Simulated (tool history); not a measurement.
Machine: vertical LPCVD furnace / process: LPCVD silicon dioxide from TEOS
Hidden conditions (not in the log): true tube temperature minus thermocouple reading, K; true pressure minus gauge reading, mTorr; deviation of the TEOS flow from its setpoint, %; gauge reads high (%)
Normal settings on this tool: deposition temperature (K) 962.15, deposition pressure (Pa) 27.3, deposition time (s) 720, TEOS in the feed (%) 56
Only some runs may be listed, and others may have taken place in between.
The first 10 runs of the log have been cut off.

run    hour  deposition temperature (K)  deposition pressure (Pa)  deposition time (s)  TEOS in the feed (%)  wafers since the last listed run  hours since the last temperature calibration  hours since the pressure gauge was zeroed  hours since the TEOS flow controller was replaced  hours since the gauge calibration  read-back reference wafer on the same gauge, thickness  film thickness on the monitor wafer in the middle of the boat (nm)
 11   493.6                      971.15                      27.3                  720                    56                               401                                         118.5                                      109.2                                             5383.1                               56.6                                                      48                                                               63.17
 12   560.7                      973.15                      25.3                  480                    61                               973                                         185.6                                      176.3                                             5450.2                              123.7                                                   47.76                                                               44.06
      608.9  -- TEOS flow controller replaced
 13   609.4                      962.15                      27.3                  540                    56                               358                                         234.3                                        225                                                0.5                              172.4                                                   47.68                                                               38.05
 14   648.7                      967.15                      29.3                  870                    45                               570                                         273.6                                      264.3                                               39.8                              211.7                                                   47.66                                                               63.68
 15   673.3                      962.15                        32                  720                    59                               356                                         298.2                                      288.9                                               64.4                              236.3                                                   47.58                                                               55.73
 16   714.7                      962.15                      22.7                  630                    45                               600                                         339.6                                      330.3                                              105.8                              277.7                                                   47.45                                                               35.87
 17   762.4                      971.15                      27.3                  720                    56                               692                                         387.3                                        378                                              153.5                              325.4                                                    47.4                                                               62.15
 18   790.3                      962.15                      23.3                  720                    48                               404                                         415.2                                      405.9                                              181.4                              353.3                                                   47.37                                                               42.92
 19     847                      962.15                      27.3                  720                    56                               822                                         471.9                                      462.6                                              238.1                                410                                                   47.26                                                               50.35
 20   882.3                      958.15                        22                  840                    47                               512                                         507.2                                      497.9                                              273.4                              445.3                                                    47.3                                                               43.42
 21   979.1                      962.15                      27.3                  720                    56                              1404                                           604                                      594.7                                              370.2                              542.1                                                   47.12                                                               50.05
 22  1039.9                      956.15                      29.3                  480                    56                               882                                         664.8                                      655.5                                                431                              602.9                                                   47.06                                                               29.67
 23  1090.3                      962.15                      27.3                  510                    56                               731                                         715.2                                      705.9                                              481.4                              653.3                                                   47.04                                                               35.31
 24  1139.3                      962.15                      27.3                  450                    56                               710                                         764.2                                      754.9                                              530.4                              702.3                                                   46.98                                                               31.12
 25  1194.5                      962.15                      33.3                  810                    56                               800                                         819.4                                      810.1                                              585.6                              757.5                                                   46.92                                                               62.05
 26  1238.3                      962.15                      21.3                  720                    46                               635                                         863.2                                      853.9                                              629.4                              801.3                                                   46.95                                                               39.76
 27  1303.2                      962.15                      27.3                  720                    56                               941                                         928.1                                      918.8                                              694.3                              866.2                                                   46.87                                                               49.66
 28  1330.6                      962.15                      30.7                  720                    56                               397                                         955.5                                      946.2                                              721.7                              893.6                                                   46.88                                                               52.63
 29  1368.9                      962.15                      27.3                  930                    56                               555                                         993.8                                      984.5                                                760                              931.9                                                   46.93                                                               64.22
 30  1425.3                      959.15                      27.3                  540                    50                               818                                        1050.2                                     1040.9                                              816.4                              988.3                                                   46.94                                                               32.52

5 options for the next run, each taken on its own from the tool as it stands now. Forecast them:
  A  1429.7                      962.15                      27.3                  720                    56                                63                                        1054.6                                     1045.3                                              820.8                              992.7                                                       ?                                                                   ?
  B  1429.7                      962.15                      23.3                  990                    63                                63                                        1054.6                                     1045.3                                              820.8                              992.7                                                       ?                                                                   ?
  C  1429.7                      971.15                      23.3                  720                    60                                63                                        1054.6                                     1045.3                                              820.8                              992.7                                                       ?                                                                   ?
  D  1429.7                      958.15                        30                  510                    64                                63                                        1054.6                                     1045.3                                              820.8                              992.7                                                       ?                                                                   ?
  E  1429.7                      965.15                      27.3                  720                    56                                63                                        1054.6                                     1045.3                                              820.8                              992.7                                                       ?                                                                   ?

run  read-back reference wafer on the same gauge, thickness  film thickness on the monitor wafer in the middle of the boat (nm)
  A                                                   46.84                                                               49.47
  B                                                   46.84                                                               66.65
  C                                                   46.84                                                               58.49
  D                                                   46.84                                                               35.66
  E                                                   46.84                                                               53.12
Without the tool's unlogged condition, the same runs would have read:
run  film thickness on the monitor wafer in the middle of the boat (nm)
  A                                                               50.56
  B                                                               68.13
  C                                                               59.79
  D                                                               36.46
  E                                                               54.29
